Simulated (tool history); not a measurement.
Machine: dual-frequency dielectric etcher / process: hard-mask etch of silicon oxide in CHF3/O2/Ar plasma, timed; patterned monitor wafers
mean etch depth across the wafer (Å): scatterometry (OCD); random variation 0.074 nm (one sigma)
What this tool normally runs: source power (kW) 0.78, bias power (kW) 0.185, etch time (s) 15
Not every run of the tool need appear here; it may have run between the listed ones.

run	hour	source power (kW)	bias power (kW)	etch time (s)	read-back reference wafer on the same gauge, depth_nm	mean etch depth across the wafer (Å)
1	0	0.78	0.202	16	37.01	364.1
2	63.7	0.85	0.185	15	37.01	343.6
3	126.1	0.78	0.185	12	37.02	269.4
# hour 196.9: wet clean of the chamber
4	197.4	0.78	0.185	12	37.02	275.1
5	246.6	0.78	0.185	12	37.01	274.6
6	279.2	0.78	0.185	15	37	343.7
7	322.2	0.78	0.185	15	36.97	343.3
# hour 408.2: wet clean of the chamber, repeated, since the last time left the tool worse
8	408.7	0.9	0.185	15	36.99	347.9
9	446	0.78	0.185	13.5	36.99	299.1
# hour 492.8: upper electrode replaced
10	504.6	0.6	0.213	13	37	275.4
11	543.4	0.97	0.185	15	36.96	355.8
# hour 593: source power generator calibrated
# hour 659.6: gauge calibrated
12	671.3	0.78	0.185	15	36.98	335.8
13	742.4	0.78	0.167	15	37.02	329.3
# hour 755.6: bias power generator calibrated
14	802.1	0.78	0.185	15	37.02	338.5
# hour 863.5: wet clean of the chamber
15	866.3	0.92	0.185	17	37.02	395.7
16	904.4	0.78	0.17	15	37	328
17	952	0.61	0.162	17	37.02	343
18	982.6	0.78	0.185	15	37	335.4
19	1052.7	0.78	0.15	15	36.97	320.6

Here are 5 independent what-if runs from the current tool condition. What would each one return?
A	1053.1	0.78	0.185	15	?	?
B	1053.1	0.78	0.168	15	?	?
C	1053.1	0.78	0.2	13	?	?
D	1053.1	0.93	0.149	13.5	?	?
E	1053.1	0.78	0.222	13.5	?	?

run	read-back reference wafer on the same gauge, depth_nm	mean etch depth across the wafer (Å)
A	37.01	334.9
B	37.01	328.7
C	37.01	294.8
D	37.01	305.2
E	37.01	313
With no hidden state in the tool, these same runs would have given:
run	mean etch depth across the wafer (Å)
A	333.1
B	326.9
C	293.3
D	303.6
E	311.4
